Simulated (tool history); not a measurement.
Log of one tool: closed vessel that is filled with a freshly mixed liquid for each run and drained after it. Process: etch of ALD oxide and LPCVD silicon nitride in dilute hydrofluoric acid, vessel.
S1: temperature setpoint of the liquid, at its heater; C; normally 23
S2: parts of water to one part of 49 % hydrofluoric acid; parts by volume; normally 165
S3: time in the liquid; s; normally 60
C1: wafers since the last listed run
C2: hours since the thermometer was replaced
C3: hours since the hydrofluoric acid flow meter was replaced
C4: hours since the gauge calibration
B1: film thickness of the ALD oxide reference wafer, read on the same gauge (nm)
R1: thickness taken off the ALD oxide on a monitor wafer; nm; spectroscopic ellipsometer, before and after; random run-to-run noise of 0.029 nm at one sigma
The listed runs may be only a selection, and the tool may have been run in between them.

run,day,S1,S2,S3,C1,C2,C3,C4,B1,R1
1,0,24,165,60,0,3244.3,1531.6,137.4,90.04,4.9
2,0.521,23,165,85,1621,3256.8,1544.1,149.9,89.99,6.62
3,1.062,23,165,60,1686,3269.8,1557.1,162.9,90.02,4.73
4,1.412,23,165,60,1089,3278.2,1565.5,171.3,89.96,4.74
5,1.875,23,165,60,1439,3289.3,1576.6,182.4,89.98,4.75
6,2.171,23,165,60,921,3296.4,1583.7,189.5,89.98,4.75
7,2.45,23,165,60,869,3303.1,1590.4,196.2,89.96,4.7
8,2.967,23,165,60,1608,3315.5,1602.8,208.6,90.01,4.71
9,3.517,25,165,75,1712,3328.7,1616,221.8,90,6.36
# day 3.804: hydrofluoric acid flow meter replaced
10,3.862,25,165,75,946,3337,1.4,230.1,90,7.31
# day 3.946: thermometer replaced
11,4.196,23,165,70,908,6,9.4,238.1,89.98,6.34
12,4.779,23,165,70,1816,20,23.4,252.1,90.03,6.31
13,5.396,23,165,35,1919,34.8,38.2,266.9,90,3.13
14,5.746,23,165,60,1089,43.2,46.6,275.3,89.98,5.38
# day 5.817: gauge calibrated
15,6.383,23,165,60,1984,58.5,61.9,13.6,89.98,5.43
16,6.688,23,135,35,946,65.8,69.2,20.9,90,4.01
17,6.975,23,165,60,895,72.7,76.1,27.8,89.96,5.38
18,7.238,25,195,30,817,79,82.4,34.1,90.03,2.38
19,7.842,23,205,70,1880,93.5,96.9,48.6,89.96,4.86
20,8.512,23,205,50,2088,109.6,113,64.7,90,3.43
21,9.583,23,165,60,3333,135.3,138.7,90.4,90,5.39
22,10.171,27.5,165,70,1829,149.4,152.8,104.5,89.99,7.4
23,10.542,21.5,145,30,1154,158.3,161.7,113.4,90,2.96
24,10.842,25.5,225,60,933,165.5,168.9,120.6,90,4.03
25,11.575,23,165,60,2283,183.1,186.5,138.2,90.02,5.33

Run-by-run hidden state of the tool:
liquid hotter than its thermometer reads (K): 0 across all the runs
gauge reads high (%): 0 across all the runs
H1: hydrofluoric acid flow below the setpoint (%)
run,H1
1,11.6
2,11.7
3,11.8
4,11.9
5,12
6,12
7,12.1
8,12.2
9,12.3
10,0.989
11,1.05
12,1.15
13,1.26
14,1.33
15,1.44
16,1.49
17,1.54
18,1.59
19,1.7
20,1.82
21,2.01
22,2.12
23,2.18
24,2.24
25,2.37
